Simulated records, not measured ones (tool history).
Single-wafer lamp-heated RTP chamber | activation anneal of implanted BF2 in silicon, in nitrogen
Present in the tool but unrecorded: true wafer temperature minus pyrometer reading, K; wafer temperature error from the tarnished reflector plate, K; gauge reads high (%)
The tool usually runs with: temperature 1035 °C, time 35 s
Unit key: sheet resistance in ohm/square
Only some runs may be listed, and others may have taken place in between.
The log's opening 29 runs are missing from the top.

run   hour  temperature  time  wafers since the last listed run  wafers since the last pyrometer calibration  wafers since the reflector plate was cleaned  hours since the gauge calibration  read-back reference wafer on the same gauge, sheet resistance  sheet resistance
 30  684.8         1062    52                               167                                          970                                          3104                              449.6                                                         452.20            541.17
 31  764.1         1035    35                               613                                         1583                                          3718                              528.9                                                         452.03            562.32
 32  778.6         1035    35                               112                                         1695                                          3830                              543.4                                                         452.05            562.32
     797.0  -- gauge calibrated
     807.7  -- pyrometer window cleaned and pyrometer calibrated
 33  808.2         1035    20                               167                                            3                                          3997                               11.2                                                         452.04            573.48
 34  834.1         1057    15                               200                                          203                                          4197                               37.1                                                         452.04            572.74
 35  855.0         1035    35                               161                                          365                                          4359                               58.0                                                         451.89            563.50
 36  878.4         1020    35                               180                                          546                                          4540                               81.4                                                         451.98            567.63
 37  895.1         1021    52                               129                                          675                                          4669                               98.1                                                         451.92            561.45
 38  914.2         1017    55                               147                                          823                                          4817                              117.2                                                         452.15            560.54

Consider 3 possible next runs. They are alternatives, not a sequence: every one starts from the tool as it was left by run 38. What does each give?
  A  914.6         1035    35                                 3                                          826                                          4820                              117.6                                                              ?                 ?
  B  914.6         1024    46                                 3                                          826                                          4820                              117.6                                                              ?                 ?
  C  914.6         1035    45                                 3                                          826                                          4820                              117.6                                                              ?                 ?

run  read-back reference wafer on the same gauge, sheet resistance  sheet resistance
  A                                                         451.89            563.77
  B                                                         451.89            561.91
  C                                                         451.89            558.98
The same runs, with their run-to-run variation unchanged, on a tool lacking any hidden condition would have given:
run  sheet resistance
  A            564.54
  B            562.69
  C            559.96
